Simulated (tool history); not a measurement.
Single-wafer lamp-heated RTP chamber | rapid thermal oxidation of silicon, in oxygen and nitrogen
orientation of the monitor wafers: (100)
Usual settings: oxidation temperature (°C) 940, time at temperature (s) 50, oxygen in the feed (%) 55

run	day	oxidation temperature (°C)	time at temperature (s)	oxygen in the feed (%)	read-back reference wafer on the same gauge, thickness	oxide thickness on the monitor wafer (Å)
1	0	940	50	55	2.518	29.93
2	1.542	940	50	68	2.519	31.64
3	3.921	940	50	68	2.521	31.66
4	5.838	940	50	68	2.522	31.69
5	7.308	940	50	55	2.523	30.11
6	9.971	940	50	55	2.518	30.12
7	11.708	940	50	55	2.519	30.15
# day 12.067: pyrometer window cleaned and pyrometer calibrated
8	14.35	940	50	55	2.521	29.8
9	15.688	940	56	55	2.523	30.77
10	18.246	940	56	55	2.518	30.97
11	19.554	940	56	55	2.522	31.14
# day 20.762: oxygen flow controller replaced
12	21.562	932	50	55	2.52	28.78
13	23.042	926	50	55	2.52	28.11
14	24.158	926	50	55	2.517	27.97
15	26.379	963	50	55	2.52	34.33
16	28.712	950	74	69	2.52	39.33
# day 31.15: pyrometer window cleaned and pyrometer calibrated
17	31.171	950	64	55	2.52	33.97
18	32.217	940	50	55	2.52	29.67
19	34.096	940	65	55	2.518	32.41
20	36.767	940	50	55	2.521	29.77
21	38.667	940	50	72	2.517	31.95
22	41.071	970	50	55	2.519	35.83
# day 42.112: gauge calibrated
23	43.342	932	50	38	2.519	27.01
24	45.917	940	50	55	2.521	30.05
25	48.183	952	50	55	2.521	32.15
26	50.496	940	50	45	2.52	28.94
27	53.317	940	50	55	2.519	30.15
# day 54.567: pyrometer window cleaned and pyrometer calibrated
28	54.65	940	50	71	2.519	31.22
29	56.512	940	50	55	2.519	29.69
30	58.217	960	39	40	2.522	28.55
31	59.683	940	31	25	2.519	23.46
32	62.596	929	50	55	2.52	28.27
33	64.767	940	50	55	2.519	30.13
34	67.696	931	33	29	2.522	23.65
35	72.929	967	50	63	2.52	36.56
# day 74.104: pyrometer window cleaned and pyrometer calibrated
36	74.658	940	50	55	2.521	29.68
37	76.758	926	50	25	2.518	24.52
38	78.5	940	50	55	2.519	29.92

4 ways to go on from here, each from the tool as it stands after run 38. What would each give?
A	78.517	940	50	43	?	?
B	78.517	940	59	55	?	?
C	78.517	940	39	55	?	?
D	78.517	965	50	55	?	?

run	read-back reference wafer on the same gauge, thickness	oxide thickness on the monitor wafer (Å)
A	2.521	28.3
B	2.521	31.47
C	2.521	27.67
D	2.521	34.47
Without the tool's hidden state the same runs would have given:
run	oxide thickness on the monitor wafer (Å)
A	28.03
B	31.1
C	27.41
D	34.03
